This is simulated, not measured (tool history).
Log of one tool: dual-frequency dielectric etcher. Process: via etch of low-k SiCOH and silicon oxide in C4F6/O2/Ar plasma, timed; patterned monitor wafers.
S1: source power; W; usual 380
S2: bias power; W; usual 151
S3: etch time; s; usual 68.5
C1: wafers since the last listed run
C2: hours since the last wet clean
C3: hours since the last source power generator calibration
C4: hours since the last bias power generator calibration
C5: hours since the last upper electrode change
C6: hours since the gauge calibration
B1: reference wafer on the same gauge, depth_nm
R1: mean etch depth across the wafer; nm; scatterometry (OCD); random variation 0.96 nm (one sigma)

run	hour	S1	S2	S3	C1	C2	C3	C4	C5	C6	B1	R1
1	0	380	139	68.5	0	454.1	1678.7	1768.2	2742	115.2	166.3	183.2
2	11.8	380	139	68.5	184	465.9	1690.5	1780	2753.8	127	165.7	182.4
3	27.7	380	151	68.5	249	481.8	1706.4	1795.9	2769.7	142.9	166.1	186.9
4	34.6	380	151	68.5	108	488.7	1713.3	1802.8	2776.6	149.8	166.1	187.4
# hour 75.1: wet clean of the chamber
5	75.6	380	151	68.5	266	0.5	1754.3	1843.8	2817.6	190.8	165.9	175.9
6	75.9	380	151	68.5	4	0.8	1754.6	1844.1	2817.9	191.1	166.1	176.6
7	82	380	151	68.5	95	6.9	1760.7	1850.2	2824	197.2	166.4	174.6
8	98	380	151	68.5	250	22.9	1776.7	1866.2	2840	213.2	166.1	176.6
9	106.2	380	151	68.5	128	31.1	1784.9	1874.4	2848.2	221.4	166	177.7
# hour 112.4: bias power generator calibrated
10	112.8	380	162	60	40	37.7	1791.5	0.4	2854.8	228	165.8	157.2

The next listed run, before its measurement:
# hour 155: gauge calibrated
# hour 176.1: upper electrode replaced
# hour 179.5: source power generator calibrated
11	180	380	151	68.5	624	104.9	0.5	67.6	3.9	25	?	?

{"run 11": {"B1": 165.9, "R1": 179.3}}
Without the tool's hidden state the same run would have given R1 177.6 nm.
